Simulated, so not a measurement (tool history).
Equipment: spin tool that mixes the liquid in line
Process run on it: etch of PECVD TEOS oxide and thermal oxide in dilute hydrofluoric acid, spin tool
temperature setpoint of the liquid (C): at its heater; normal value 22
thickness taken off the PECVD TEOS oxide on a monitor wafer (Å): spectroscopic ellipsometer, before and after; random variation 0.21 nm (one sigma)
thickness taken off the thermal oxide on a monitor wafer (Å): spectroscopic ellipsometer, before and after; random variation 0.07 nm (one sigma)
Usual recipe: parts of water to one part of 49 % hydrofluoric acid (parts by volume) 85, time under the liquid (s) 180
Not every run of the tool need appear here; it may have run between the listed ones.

run,day,temperature setpoint of the liquid (C),parts of water to one part of 49 % hydrofluoric acid (parts by volume),time under the liquid (s),wafers since the last listed run,hours since the thermometer was replaced,hours since the hydrofluoric acid flow meter was replaced,hours since the gauge calibration,"read-back film thickness of the PECVD TEOS oxide reference wafer, read on the same gauge (nm)","read-back film thickness of the thermal oxide reference wafer, read on the same gauge (nm)",thickness taken off the PECVD TEOS oxide on a monitor wafer (Å),thickness taken off the thermal oxide on a monitor wafer (Å)
1,0,22,85,180,0,1499.1,2034.5,19.9,150,149.99,356,110.5
2,0.825,22,105,180,162,1518.9,2054.3,39.7,150,150.01,282.2,87.7
3,2.554,22,105,180,340,1560.4,2095.8,81.2,150.02,149.99,282.3,88.1
4,3.721,22,105,180,229,1588.4,2123.8,109.2,149.99,149.98,283.1,87.4
5,4.358,22,85,180,125,1603.7,2139.1,124.5,150,150,358,113.3
6,5.746,22,85,180,273,1637,2172.4,157.8,149.99,150.02,361.1,112.8
7,6.55,20.5,110,235,158,1656.3,2191.7,177.1,149.98,150.01,331.3,103.5
8,7.388,22,70,180,164,1676.4,2211.8,197.2,150.01,150,445.1,139.5
# day 7.908: thermometer replaced
9,8.579,22,85,180,226,16.1,2240.4,225.8,149.98,150.02,334.6,104.5
10,9.262,22,85,270,134,32.5,2256.8,242.2,149.99,149.99,510.2,157.4
11,10.538,19.5,85,90,250,63.1,2287.4,272.8,150,149.98,152.2,47.3
12,11.304,22,115,180,150,81.5,2305.8,291.2,150.01,149.99,244.7,75
13,12.462,22,85,180,227,109.3,2333.6,319,150,150.02,342,105.8
14,13.538,24.5,120,280,211,135.1,2359.4,344.8,150.01,150,398.6,122.8
# day 13.796: hydrofluoric acid flow meter replaced
15,14.438,22,85,110,168,156.7,15.4,366.4,150.01,149.99,209.7,65.2
16,15.779,22,85,135,264,188.9,47.6,398.6,149.99,149.98,254.3,79.1
17,16.967,22,110,220,233,217.4,76.1,427.1,150,150,312.7,96.9
18,17.783,22,85,235,160,237,95.7,446.7,149.98,149.99,441.2,137.1
19,20.9,22,85,235,613,311.8,170.5,521.5,150.01,149.97,447.5,139.8
20,22.112,20.5,110,180,238,340.9,199.6,550.6,149.99,149.98,241.4,74.8
21,23.333,24.5,85,215,240,370.2,228.9,579.9,149.99,149.99,451,141.7
22,24.538,19,65,180,236,399.1,257.8,608.8,150,150,404.8,126.7
23,25.708,17.5,105,145,230,427.2,285.9,636.9,150.01,149.99,180.1,56.7
24,26.525,22,85,180,160,446.8,305.5,656.5,149.98,149.98,347.6,108.1
25,27.733,18,60,255,237,475.8,334.5,685.5,149.98,150,604.2,185.4

Consider 5 possible next runs. They are alternatives, not a sequence: every one starts from the tool as it was left by run 25. What does each give?
A,27.754,22,110,180,4,476.3,335,686,?,?,?,?
B,27.754,22,85,105,4,476.3,335,686,?,?,?,?
C,27.754,19,50,150,4,476.3,335,686,?,?,?,?
D,27.754,18.5,85,210,4,476.3,335,686,?,?,?,?
E,27.754,23.5,105,240,4,476.3,335,686,?,?,?,?

run,"read-back film thickness of the PECVD TEOS oxide reference wafer, read on the same gauge (nm)","read-back film thickness of the thermal oxide reference wafer, read on the same gauge (nm)",thickness taken off the PECVD TEOS oxide on a monitor wafer (Å),thickness taken off the thermal oxide on a monitor wafer (Å)
A,149.99,150,256.4,80.2
B,149.99,150,199.5,62.4
C,149.99,150,446.3,139.6
D,149.99,150,345.5,108.1
E,149.99,150,382.4,119.6
With the hidden condition removed and each run's random variation left untouched, the same runs would have given:
run,thickness taken off the PECVD TEOS oxide on a monitor wafer (Å),thickness taken off the thermal oxide on a monitor wafer (Å)
A,248.1,77.6
B,192.9,60.3
C,430.7,134.8
D,333.7,104.4
E,370.1,115.8
